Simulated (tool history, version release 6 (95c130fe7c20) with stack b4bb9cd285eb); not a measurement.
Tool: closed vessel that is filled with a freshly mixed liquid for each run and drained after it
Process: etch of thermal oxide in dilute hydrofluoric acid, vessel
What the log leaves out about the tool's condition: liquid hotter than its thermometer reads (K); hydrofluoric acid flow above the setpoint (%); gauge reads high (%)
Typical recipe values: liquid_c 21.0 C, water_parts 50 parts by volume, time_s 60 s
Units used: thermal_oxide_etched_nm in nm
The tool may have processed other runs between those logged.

run,hour,liquid_c,water_parts,time_s,wafers since the last listed run,hours since the thermometer was replaced,hours since the hydrofluoric acid flow meter was replaced,hours since the gauge calibration,"read-back film thickness of the thermal oxide reference wafer, read on the same gauge (nm)",thermal_oxide_etched_nm
1,0.0,21.0,50,50,0,1876.6,1057.5,159.6,120.00,4.90
2,30.7,21.0,50,50,1912,1907.3,1088.2,190.3,120.01,4.91
3,62.8,21.0,50,60,1999,1939.4,1120.3,222.4,120.00,5.95
4,79.7,21.0,50,60,1052,1956.3,1137.2,239.3,120.00,5.90
5,114.6,21.0,50,60,2174,1991.2,1172.1,274.2,120.02,5.91
6,136.9,21.0,50,60,1389,2013.5,1194.4,296.5,120.02,5.96
7,156.2,21.0,50,60,1202,2032.8,1213.7,315.8,120.00,5.94
# hour 187.0: hydrofluoric acid flow meter replaced
8,190.3,21.0,50,60,2062,2066.9,3.3,349.9,120.01,6.15
9,224.6,17.5,50,50,2136,2101.2,37.6,384.2,120.00,4.42
10,245.4,17.5,50,50,1295,2122.0,58.4,405.0,120.01,4.43
# hour 255.7: gauge calibrated
# hour 256.3: thermometer replaced
11,269.1,17.5,50,50,1414,12.8,82.1,13.4,120.00,4.43
# hour 289.6: hydrofluoric acid flow meter replaced, repeated, since the last time left the tool worse
12,301.1,21.0,50,60,1931,44.8,11.5,45.4,120.01,5.60
13,315.5,24.5,60,30,897,59.2,25.9,59.8,120.00,2.68
14,334.6,21.0,50,60,1189,78.3,45.0,78.9,120.01,5.66
15,347.4,19.5,65,80,797,91.1,57.8,91.7,119.99,5.33
16,372.7,24.0,60,90,1576,116.4,83.1,117.0,119.99,7.91
17,388.4,17.0,65,60,978,132.1,98.8,132.7,120.00,3.60
18,408.1,21.0,35,45,1227,151.8,118.5,152.4,120.02,6.15
19,428.3,19.0,50,60,1258,172.0,138.7,172.6,120.03,5.22
20,454.8,21.0,50,60,1650,198.5,165.2,199.1,120.00,5.69
21,490.1,25.0,45,60,2199,233.8,200.5,234.4,119.99,7.55
22,519.9,23.5,60,85,1856,263.6,230.3,264.2,119.98,7.41

For run 23, what comes out?
23,543.4,19.5,50,60,1464,287.1,253.8,287.7,?,?

read-back film thickness of the thermal oxide reference wafer, read on the same gauge (nm): 120.00
thermal_oxide_etched_nm: 5.34 nm
On a tool with no hidden condition, and with the same random variation, this run would have come out at thermal_oxide_etched_nm 5.26 nm.
